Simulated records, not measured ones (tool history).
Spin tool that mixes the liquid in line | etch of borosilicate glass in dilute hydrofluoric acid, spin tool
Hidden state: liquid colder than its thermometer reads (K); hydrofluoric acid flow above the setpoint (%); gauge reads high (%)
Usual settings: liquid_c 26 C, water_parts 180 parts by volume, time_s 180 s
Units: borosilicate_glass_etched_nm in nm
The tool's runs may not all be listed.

run,hour,liquid_c,water_parts,time_s,wafers since the last listed run,hours since the thermometer was replaced,hours since the hydrofluoric acid flow meter was replaced,hours since the gauge calibration,"read-back film thickness of the borosilicate glass reference wafer, read on the same gauge (nm)",borosilicate_glass_etched_nm
1,0,26,180,180,0,951,969.3,0.2,60,35.98
2,40.1,26,180,180,235,991.1,1009.4,40.3,60.02,35.97
3,77.8,26,180,180,220,1028.8,1047.1,78,60.01,35.94
4,123.7,26,180,180,268,1074.7,1093,123.9,60,35.9
5,173.6,29.5,180,180,292,1124.6,1142.9,173.8,60.01,40.46
6,236.5,29.5,180,180,368,1187.5,1205.8,236.7,59.99,40.66
7,260.9,29.5,180,180,142,1211.9,1230.2,261.1,59.99,40.62
8,296.8,26,180,180,210,1247.8,1266.1,297,60,35.36
9,322.2,26,180,180,148,1273.2,1291.5,322.4,60.01,35.43
10,348.9,26,180,180,156,1299.9,1318.2,349.1,60.01,35.63
11,398.6,26,110,180,291,1349.6,1367.9,398.8,59.99,62.84
12,455.3,26,110,180,332,1406.3,1424.6,455.5,59.99,62.99
# hour 474.2: thermometer replaced
13,524.6,26,180,180,400,50.4,1493.9,524.8,59.98,36.41
14,562,26,180,180,219,87.8,1531.3,562.2,60.01,36.25
# hour 589.3: hydrofluoric acid flow meter replaced
15,598.2,26,180,180,206,124,8.9,598.4,60.01,36.6
16,628.7,27.5,125,280,178,154.5,39.4,628.9,60,91.89
17,655,31,180,180,154,180.8,65.7,655.2,60.01,43.54
18,704.8,26,180,180,291,230.6,115.5,705,60.02,36.21
19,774.3,22.5,250,150,407,300.1,185,774.5,60.01,17.7
20,838.2,21.5,255,110,374,364,248.9,838.4,60,12.23
21,898.3,29,155,130,352,424.1,309,898.5,60,35.13
22,954.6,27.5,125,280,329,480.4,365.3,954.8,60,91.57
23,1003,26,180,180,283,528.8,413.7,1003.2,60.03,36.04
24,1058.2,28,260,130,323,584,468.9,1058.4,60.01,17.71
# hour 1102.1: gauge calibrated
25,1238.7,29,210,140,1057,764.5,649.4,136.6,60.03,25.89
26,1267.9,26,180,180,171,793.7,678.6,165.8,60.01,35.97
27,1338.5,26,240,180,413,864.3,749.2,236.4,59.97,25.23
28,1388.6,29.5,180,180,293,914.4,799.3,286.5,59.99,40.77
29,1451.5,30.5,140,90,368,977.3,862.2,349.4,59.99,28.41
30,1514.4,28.5,135,80,368,1040.2,925.1,412.3,60.01,24.37

Hidden state or all else? Some run-to-run changes of borosilicate_glass_etched_nm, split into what the settings, what came in and random variation would give without the hidden state, and what is left for the hidden state (with any gauge scatter that isn't in both results):
Run 10 -> 11: water_parts 180 -> 110. borosilicate_glass_etched_nm +27.21 nm: hidden state -0.93, all else +28.14.
Run 12 -> 13: water_parts 110 -> 180, thermometer replaced. borosilicate_glass_etched_nm -26.58 nm: hidden state +1.86, all else -28.44.
Run 15 -> 16: liquid_c 26 -> 27.5, water_parts 180 -> 125, time_s 180 -> 280. borosilicate_glass_etched_nm +55.29 nm: hidden state -0.34, all else +55.63.
Run 21 -> 22: liquid_c 29 -> 27.5, water_parts 155 -> 125, time_s 130 -> 280. borosilicate_glass_etched_nm +56.44 nm: hidden state -0.78, all else +57.22.
Run 22 -> 23: liquid_c 27.5 -> 26, water_parts 125 -> 180, time_s 280 -> 180. borosilicate_glass_etched_nm -55.53 nm: hidden state +0.7, all else -56.23.
